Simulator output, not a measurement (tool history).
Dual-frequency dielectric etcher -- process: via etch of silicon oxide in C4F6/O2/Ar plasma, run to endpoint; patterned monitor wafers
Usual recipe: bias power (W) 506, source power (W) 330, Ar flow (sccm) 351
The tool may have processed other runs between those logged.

| run | hour | bias power (W) | source power (W) | Ar flow (sccm) | wafers since the last listed run | hours since the last wet clean | hours since the last bias power generator calibration | hours since the last source power generator calibration | hours since the last Ar flow controller change | hours since the last upper electrode change | incoming incoming film thickness, nm | endpoint time (s) |
|---|---|---|---|---|---|---|---|---|---|---|---|---|
| 1 | 0.0 | 506 | 330 | 309 | 0 | 54.6 | 4172.2 | 4330.9 | 2511.3 | 0.5 | 151.8 | 36.9 |
| 2 | 0.4 | 506 | 330 | 309 | 3 | 55.0 | 4172.6 | 4331.3 | 2511.7 | 0.9 | 151.7 | 37.1 |
| 3 | 0.7 | 506 | 330 | 309 | 2 | 55.3 | 4172.9 | 4331.6 | 2512.0 | 1.2 | 153.0 | 37.3 |
| 4 | 14.9 | 586 | 310 | 351 | 115 | 69.5 | 4187.1 | 4345.8 | 2526.2 | 15.4 | 152.4 | 36.4 |
| 5 | 25.6 | 586 | 310 | 351 | 86 | 80.2 | 4197.8 | 4356.5 | 2536.9 | 26.1 | 150.4 | 36.2 |
| 6 | 32.6 | 506 | 380 | 392 | 56 | 87.2 | 4204.8 | 4363.5 | 2543.9 | 33.1 | 153.2 | 35.5 |
|  | 43.1 | bias power generator calibrated |
| 7 | 43.6 | 452 | 330 | 276 | 56 | 98.2 | 0.5 | 4374.5 | 2554.9 | 44.1 | 152.2 | 38.4 |
| 8 | 45.4 | 434 | 270 | 284 | 14 | 100.0 | 2.3 | 4376.3 | 2556.7 | 45.9 | 151.6 | 43.7 |
| 9 | 53.2 | 452 | 300 | 285 | 63 | 107.8 | 10.1 | 4384.1 | 2564.5 | 53.7 | 151.6 | 40.4 |
| 10 | 70.6 | 381 | 330 | 406 | 141 | 125.2 | 27.5 | 4401.5 | 2581.9 | 71.1 | 153.2 | 42.4 |
| 11 | 83.7 | 506 | 330 | 351 | 106 | 138.3 | 40.6 | 4414.6 | 2595.0 | 84.2 | 150.9 | 37.4 |
| 12 | 101.4 | 618 | 330 | 351 | 143 | 156.0 | 58.3 | 4432.3 | 2612.7 | 101.9 | 152.1 | 34.6 |
| 13 | 109.3 | 506 | 330 | 351 | 64 | 163.9 | 66.2 | 4440.2 | 2620.6 | 109.8 | 153.1 | 37.6 |
| 14 | 120.6 | 506 | 330 | 319 | 91 | 175.2 | 77.5 | 4451.5 | 2631.9 | 121.1 | 152.5 | 37.3 |

What does the tool deliver on the next run?
|  | 141.3 | Ar flow controller replaced |
| 15 | 141.8 | 506 | 330 | 351 | 123 | 196.4 | 98.7 | 4472.7 | 0.5 | 142.3 | 152.0 | ? |

endpoint time (s): 37.4
Had the tool carried no hidden state, the very same run would have given endpoint time (s) 36.9.
